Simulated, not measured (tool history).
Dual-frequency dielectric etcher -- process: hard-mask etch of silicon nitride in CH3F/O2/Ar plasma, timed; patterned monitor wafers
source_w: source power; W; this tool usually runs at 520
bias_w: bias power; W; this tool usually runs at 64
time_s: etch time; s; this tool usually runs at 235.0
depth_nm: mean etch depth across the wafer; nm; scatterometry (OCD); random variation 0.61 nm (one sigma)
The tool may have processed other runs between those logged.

run	hour	source_w	bias_w	time_s	wafers since the last listed run	hours since the last wet clean	hours since the last source power generator calibration	hours since the last bias power generator calibration	hours since the last upper electrode change	hours since the gauge calibration	read-back reference wafer on the same gauge, depth_nm	depth_nm
1	0.0	520	64	235.0	0	197.3	3262.6	2928.5	2401.9	85.4	149.9	172.3
2	12.9	600	64	235.0	90	210.2	3275.5	2941.4	2414.8	98.3	149.9	182.5
3	36.3	600	64	235.0	164	233.6	3298.9	2964.8	2438.2	121.7	150.0	182.2
4	70.5	600	64	235.0	240	267.8	3333.1	2999.0	2472.4	155.9	149.8	183.3
5	103.1	520	54	235.0	229	300.4	3365.7	3031.6	2505.0	188.5	150.0	162.5
6	124.9	520	54	235.0	153	322.2	3387.5	3053.4	2526.8	210.3	150.0	162.5
7	138.5	520	53	235.0	95	335.8	3401.1	3067.0	2540.4	223.9	149.9	162.6
8	156.4	520	53	235.0	126	353.7	3419.0	3084.9	2558.3	241.8	150.1	161.7
# hour 193.0: wet clean of the chamber
9	193.5	430	64	235.0	92	0.5	3456.1	3122.0	2595.4	278.9	149.9	155.7
10	193.8	520	64	235.0	2	0.8	3456.4	3122.3	2595.7	279.2	150.0	167.0
11	221.7	520	64	235.0	196	28.7	3484.3	3150.2	2623.6	307.1	150.1	168.2
12	240.3	520	64	235.0	130	47.3	3502.9	3168.8	2642.2	325.7	150.2	168.7
# hour 266.9: source power generator calibrated
13	271.6	630	64	301.0	192	78.6	4.7	3200.1	2673.5	357.0	150.1	231.9
# hour 308.4: upper electrode replaced, of another model than before
14	308.9	430	64	235.0	93	115.9	42.0	3237.4	0.5	394.3	149.8	162.4
15	324.4	440	57	302.5	109	131.4	57.5	3252.9	16.0	409.8	149.7	204.1
16	359.3	520	64	235.0	245	166.3	92.4	3287.8	50.9	444.7	149.9	170.6
17	385.7	580	59	193.5	185	192.7	118.8	3314.2	77.3	471.1	150.1	140.6
18	398.8	520	64	299.5	92	205.8	131.9	3327.3	90.4	484.2	149.9	217.3
# hour 403.5: gauge calibrated
19	432.1	560	64	276.5	234	239.1	165.2	3360.6	123.7	28.6	149.9	205.5

Run 20 is up next; what results do you expect?
# hour 444.5: bias power generator calibrated
20	448.2	520	64	235.0	85	255.2	181.3	3.7	139.8	44.7	?	?

read-back reference wafer on the same gauge, depth_nm: 150.0
depth_nm: 171.8 nm
The same run, on a tool lacking any hidden state, would have yielded depth_nm 169.4 nm.
